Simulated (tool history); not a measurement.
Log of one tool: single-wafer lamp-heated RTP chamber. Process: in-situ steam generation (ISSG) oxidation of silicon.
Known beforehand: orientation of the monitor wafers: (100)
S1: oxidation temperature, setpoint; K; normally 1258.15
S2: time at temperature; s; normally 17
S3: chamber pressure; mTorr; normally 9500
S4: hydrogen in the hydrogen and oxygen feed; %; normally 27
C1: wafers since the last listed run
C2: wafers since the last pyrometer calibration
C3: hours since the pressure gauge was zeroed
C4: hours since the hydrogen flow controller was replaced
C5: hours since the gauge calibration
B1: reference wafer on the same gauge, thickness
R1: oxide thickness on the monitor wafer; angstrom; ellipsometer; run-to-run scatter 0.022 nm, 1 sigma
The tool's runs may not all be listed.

Run 1, hour 0.0: usual settings; C1 0; C2 1990; C3 3915.3; C4 4785.6; C5 1012.3; B1 5.324. Result: R1 50.72 angstrom.
Run 2, hour 42.0: usual settings; C1 407; C2 2397; C3 3957.3; C4 4827.6; C5 1054.3; B1 5.318. Result: R1 50.93 angstrom.
Run 3, hour 108.1: usual settings; C1 641; C2 3039; C3 4023.4; C4 4893.7; C5 1120.4; B1 5.316. Result: R1 51.01 angstrom.
At hour 270.9: pyrometer window cleaned and pyrometer calibrated.
Run 4, hour 271.4: usual settings; C1 1506; C2 4; C3 4186.7; C4 5057.0; C5 1283.7; B1 5.321. Result: R1 52.07 angstrom.
Run 5, hour 468.7: usual settings; C1 1913; C2 1918; C3 4384.0; C4 5254.3; C5 1481.0; B1 5.310. Result: R1 52.44 angstrom.
Run 6, hour 520.3: usual settings; C1 500; C2 2419; C3 4435.6; C4 5305.9; C5 1532.6; B1 5.319. Result: R1 52.64 angstrom.
Run 7, hour 569.5: usual settings but S3 10100 mTorr, S4 30 %; C1 477; C2 2896; C3 4484.8; C4 5355.1; C5 1581.8; B1 5.308. Result: R1 53.34 angstrom.
At hour 615.3: pyrometer window cleaned and pyrometer calibrated, repeated, since the last time left the tool worse.
Run 8, hour 639.2: usual settings but S3 8400 mTorr; C1 598; C2 231; C3 4554.5; C4 5424.8; C5 1651.5; B1 5.310. Result: R1 51.43 angstrom.
At hour 660.5: gauge calibrated.
Run 9, hour 672.8: usual settings but S3 8400 mTorr; C1 325; C2 557; C3 4588.1; C4 5458.4; C5 12.3; B1 5.319. Result: R1 51.19 angstrom.
Run 10, hour 713.2: usual settings but S2 19 s, S3 8700 mTorr; C1 391; C2 949; C3 4628.5; C4 5498.8; C5 52.7; B1 5.319. Result: R1 53.60 angstrom.
At hour 745.1: hydrogen flow controller replaced.
Run 11, hour 745.5: usual settings but S2 19 s, S3 8700 mTorr; C1 235; C2 1185; C3 4660.8; C4 0.4; C5 85.0; B1 5.305. Result: R1 53.90 angstrom.
Run 12, hour 783.1: usual settings; C1 364; C2 1549; C3 4698.4; C4 38.0; C5 122.6; B1 5.317. Result: R1 50.89 angstrom.
Run 13, hour 828.3: usual settings; C1 438; C2 1988; C3 4743.6; C4 83.2; C5 167.8; B1 5.306. Result: R1 51.14 angstrom.
Run 14, hour 863.2: usual settings; C1 338; C2 2326; C3 4778.5; C4 118.1; C5 202.7; B1 5.305. Result: R1 51.25 angstrom.
Run 15, hour 891.2: usual settings but S1 1251.15 K, S2 15 s, S3 10200 mTorr, S4 19 %; C1 271; C2 2598; C3 4806.5; C4 146.1; C5 230.7; B1 5.314. Result: R1 42.75 angstrom.
Run 16, hour 923.5: usual settings but S3 10200 mTorr, S4 31 %; C1 313; C2 2911; C3 4838.8; C4 178.4; C5 263.0; B1 5.306. Result: R1 51.76 angstrom.
Run 17, hour 965.5: usual settings but S4 18 %; C1 407; C2 3319; C3 4880.8; C4 220.4; C5 305.0; B1 5.307. Result: R1 46.61 angstrom.
Run 18, hour 995.1: usual settings but S2 22 s, S3 8300 mTorr; C1 287; C2 3606; C3 4910.4; C4 250.0; C5 334.6; B1 5.311. Result: R1 58.60 angstrom.
Run 19, hour 1055.1: usual settings but S1 1241.15 K; C1 582; C2 4188; C3 4970.4; C4 310.0; C5 394.6; B1 5.298. Result: R1 48.26 angstrom.
Run 20, hour 1102.0: usual settings but S1 1246.15 K; C1 454; C2 4643; C3 5017.3; C4 356.9; C5 441.5; B1 5.307. Result: R1 49.20 angstrom.
At hour 1116.4: pressure gauge zeroed.
At hour 1193.6: pyrometer window cleaned and pyrometer calibrated.
Run 21, hour 1262.7: usual settings but S1 1241.15 K, S2 24 s, S4 23 %; C1 1403; C2 670; C3 146.3; C4 517.6; C5 602.2; B1 5.315. Result: R1 53.13 angstrom.
Run 22, hour 1324.7: usual settings but S4 30 %; C1 601; C2 1271; C3 208.3; C4 579.6; C5 664.2; B1 5.304. Result: R1 51.83 angstrom.
Run 23, hour 1383.3: usual settings but S1 1250.15 K, S2 23 s, S3 8800 mTorr, S4 31 %; C1 568; C2 1840; C3 266.9; C4 638.2; C5 722.8; B1 5.314. Result: R1 58.58 angstrom.
Run 24, hour 1443.0: usual settings but S1 1251.15 K, S3 10200 mTorr, S4 24 %; C1 579; C2 2419; C3 326.6; C4 697.9; C5 782.5; B1 5.301. Result: R1 47.81 angstrom.
Run 25, hour 1502.8: usual settings but S2 21 s, S3 10000 mTorr; C1 580; C2 2999; C3 386.4; C4 757.7; C5 842.3; B1 5.303. Result: R1 55.21 angstrom.
Run 26, hour 1558.2: usual settings but S3 10200 mTorr; C1 537; C2 3536; C3 441.8; C4 813.1; C5 897.7; B1 5.307. Result: R1 50.06 angstrom.
Run 27, hour 1604.6: usual settings but S3 8500 mTorr, S4 31 %; C1 450; C2 3986; C3 488.2; C4 859.5; C5 944.1; B1 5.316. Result: R1 53.93 angstrom.
Run 28, hour 1714.2: usual settings but S2 14 s, S3 10200 mTorr; C1 1063; C2 5050; C3 597.8; C4 969.1; C5 1053.7; B1 5.318. Result: R1 46.59 angstrom.
Run 29, hour 1780.1: usual settings; C1 639; C2 5689; C3 663.7; C4 1035.0; C5 1119.6; B1 5.316. Result: R1 51.61 angstrom.
At hour 1795.0: pyrometer window cleaned and pyrometer calibrated.
Run 30, hour 1843.7: usual settings but S3 10100 mTorr, S4 30 %; C1 539; C2 472; C3 727.3; C4 1098.6; C5 1183.2; B1 5.315. Result: R1 51.15 angstrom.
Run 31, hour 1897.6: usual settings; C1 522; C2 995; C3 781.2; C4 1152.5; C5 1237.1; B1 5.312. Result: R1 50.04 angstrom.
Run 32, hour 1965.7: usual settings but S1 1250.15 K, S2 15 s, S3 10200 mTorr, S4 18 %; C1 660; C2 1656; C3 849.3; C4 1220.6; C5 1305.2; B1 5.305. Result: R1 42.19 angstrom.

Below are 3 alternative next runs, each starting from the tool's condition after run 32. Predict each:
Run A, hour 1966.2: usual settings but S2 22 s; C1 4; C2 1660; C3 849.8; C4 1221.1; C5 1305.7; B1 ?. Result: R1 ?.
Run B, hour 1966.2: usual settings but S1 1245.15 K, S2 13 s, S3 9100 mTorr; C1 4; C2 1660; C3 849.8; C4 1221.1; C5 1305.7; B1 ?. Result: R1 ?.
Run C, hour 1966.2: usual settings but S1 1271.15 K, S2 22 s, S3 10200 mTorr, S4 24 %; C1 4; C2 1660; C3 849.8; C4 1221.1; C5 1305.7; B1 ?. Result: R1 ?.

run     B1     R1
  A  5.311  56.75
  B  5.311  43.81
  C  5.311  57.45
With no hidden state in the tool, these same runs would have given:
run     R1
  A  56.30
  B  43.54
  C  56.96

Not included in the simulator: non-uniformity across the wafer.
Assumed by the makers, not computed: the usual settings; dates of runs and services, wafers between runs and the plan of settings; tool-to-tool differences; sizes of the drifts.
